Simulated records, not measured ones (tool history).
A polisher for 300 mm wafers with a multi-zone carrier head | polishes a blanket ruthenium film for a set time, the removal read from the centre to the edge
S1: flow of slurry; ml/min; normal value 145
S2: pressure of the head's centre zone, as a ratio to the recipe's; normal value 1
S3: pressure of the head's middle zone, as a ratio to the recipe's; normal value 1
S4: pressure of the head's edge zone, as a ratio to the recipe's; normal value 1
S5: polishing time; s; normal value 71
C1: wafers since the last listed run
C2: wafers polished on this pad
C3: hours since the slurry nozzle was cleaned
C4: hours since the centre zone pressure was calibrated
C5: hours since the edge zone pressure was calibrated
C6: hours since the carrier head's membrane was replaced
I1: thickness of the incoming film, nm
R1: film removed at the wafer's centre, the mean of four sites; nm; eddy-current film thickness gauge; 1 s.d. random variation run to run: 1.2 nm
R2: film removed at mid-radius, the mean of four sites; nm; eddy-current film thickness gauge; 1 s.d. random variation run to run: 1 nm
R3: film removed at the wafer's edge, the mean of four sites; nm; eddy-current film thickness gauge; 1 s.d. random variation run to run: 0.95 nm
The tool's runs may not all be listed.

run,hour,S1,S2,S3,S4,S5,C1,C2,C3,C4,C5,C6,I1,R1,R2,R3
1,0,145,1,1,1,71,0,2692,711.3,567.5,26.1,540.4,511.6,60.5,57.8,62.2
# hour 0.4: worn pad replaced by a new one
2,86.6,145,1,1,1,71,946,946,797.9,654.1,112.7,627,515.4,60.2,59.7,65.2
3,192.2,145,1,1,1,71,1159,2106,903.5,759.7,218.3,732.6,512.6,58.7,58.1,63.5
# hour 199.2: slurry nozzle cleaned
# hour 231.2: worn pad replaced by a new one
4,257.7,145,1,1,1,71,664,290,58.5,825.2,283.8,798.1,523.4,77.8,73.6,78.4
5,361.6,145,1,1,1,71,1141,1431,162.4,929.1,387.7,902,516.6,70.3,68,70
6,446.9,145,1,1,1,71,936,2368,247.7,1014.4,473,987.3,522.5,66.3,63.5,67.5
# hour 480.1: worn pad replaced by a new one
7,525.2,145,1,1,1,71,815,495,326,1092.7,551.3,1065.6,519,70,68.1,72
# hour 532.4: centre zone pressure recalibrated
8,567.3,145,1,1,1,71,440,935,368.1,34.9,593.4,1107.7,515.8,67.6,65.6,68.3
9,615.1,145,1,0.91,1,71,524,1460,415.9,82.7,641.2,1155.5,520.8,64.4,58.4,66.4
# hour 679.5: edge zone pressure recalibrated
10,721.9,115,1,0.96,1.08,46,1150,2611,522.7,189.5,42.4,1262.3,529.2,36.4,35.8,40.1
# hour 773.9: worn pad replaced by a new one
11,777.1,125,1,1,1.04,90,562,34,577.9,244.7,97.6,1317.5,515.4,80.7,81.7,89.5
# hour 864.9: carrier head's membrane replaced by a new one
12,876.8,180,0.89,1,1,50,1039,1074,677.6,344.4,197.3,11.9,519.3,43.5,47.1,48.4
13,946.1,115,1.11,1,0.95,84,761,1835,746.9,413.7,266.6,81.2,520.8,72,64.1,69.8
# hour 980.7: slurry nozzle cleaned
# hour 1023.7: worn pad replaced by a new one
14,1052.4,175,1.08,0.89,1,56,1112,315,71.7,520,372.9,187.5,528.3,68.8,54.5,63.3
15,1142.4,145,1,1,1,71,988,1303,161.7,610,462.9,277.5,513.6,70.2,65.9,71.4
16,1246.1,145,1,1,1,71,1138,2442,265.4,713.7,566.6,381.2,518.8,66.4,64.3,68.2
# hour 1312.6: worn pad replaced by a new one
17,1341.6,145,0.92,1,1,71,1004,317,360.9,809.2,662.1,476.7,510.3,67.2,68.6,72.7

Predict each of these 4 candidate next runs independently; none follows another, all start after run 17:
A,1342,145,1,1,0.9,71,4,322,361.3,809.6,662.5,477.1,519.7,?,?,?
B,1342,145,1,1,1,96,4,322,361.3,809.6,662.5,477.1,519.7,?,?,?
C,1342,110,1,1.07,1.09,96,4,322,361.3,809.6,662.5,477.1,519.7,?,?,?
D,1342,145,1,0.89,1.05,54,4,322,361.3,809.6,662.5,477.1,519.7,?,?,?

run,R1,R2,R3
A,72.6,69.1,68.5
B,98.2,93.4,96.9
C,87.2,89.3,94.2
D,55.2,47.6,55.8
Without the tool's unlogged condition, the same runs would have read:
run,R1,R2,R3
A,84.3,79.1,76.2
B,114,106.9,107.8
C,105.2,105.5,106.6
D,64.1,54.6,62.1

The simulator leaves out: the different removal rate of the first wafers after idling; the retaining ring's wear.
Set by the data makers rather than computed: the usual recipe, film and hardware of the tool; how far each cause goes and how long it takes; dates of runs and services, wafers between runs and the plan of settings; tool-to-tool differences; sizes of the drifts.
